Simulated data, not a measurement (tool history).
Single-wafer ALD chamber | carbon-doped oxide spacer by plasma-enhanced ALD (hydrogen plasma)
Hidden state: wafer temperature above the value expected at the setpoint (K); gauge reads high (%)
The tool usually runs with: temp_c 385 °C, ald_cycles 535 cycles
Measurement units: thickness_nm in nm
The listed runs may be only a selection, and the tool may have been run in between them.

run,day,temp_c,ald_cycles,wafers since the last listed run,hours since the last thermocouple change,hours since the gauge calibration,"read-back reference wafer on the same gauge, thickness_nm",thickness_nm
1,0,385,577,0,1250.3,324.3,31.677,29.065
2,1.588,385,577,19,1288.4,362.4,31.581,28.724
3,5.15,385,535,44,1373.9,447.9,31.543,26.601
4,8.958,385,535,47,1465.3,539.3,31.35,26.776
5,11.058,385,535,26,1515.7,589.7,31.291,26.399
6,14.867,379,578,47,1607.1,681.1,31.139,28.667
7,18.704,379,578,48,1699.2,773.2,31.04,28.297
# day 19.717: thermocouple changed; heater temperature recalibrated
8,20.642,385,535,20,22.2,819.7,30.842,26.138
# day 21.488: gauge calibrated
9,23.896,376,566,40,100.3,57.8,31.734,28.278
10,26.938,378,454,38,173.3,130.8,31.697,22.87
11,29.658,393,625,34,238.6,196.1,31.574,31.16
12,32.071,392,462,30,296.5,254,31.639,23.024
13,34.504,371,535,30,354.9,312.4,31.64,26.691
14,37.05,394,535,31,416,373.5,31.523,26.882
15,38.8,393,622,21,458,415.5,31.501,30.679

What if the next run were any one of these 5? Each begins from the tool's condition after run 15:
A,38.85,385,449,0,459.2,416.7,?,?
B,38.85,373,440,0,459.2,416.7,?,?
C,38.85,379,535,0,459.2,416.7,?,?
D,38.85,399,573,0,459.2,416.7,?,?
E,38.85,385,480,0,459.2,416.7,?,?

run,"read-back reference wafer on the same gauge, thickness_nm",thickness_nm
A,31.515,22.319
B,31.515,21.871
C,31.515,26.594
D,31.515,28.4
E,31.515,23.86
Had the tool no hidden state, the same runs would have come out as:
run,thickness_nm
A,22.53
B,22.078
C,26.845
D,28.669
E,24.085
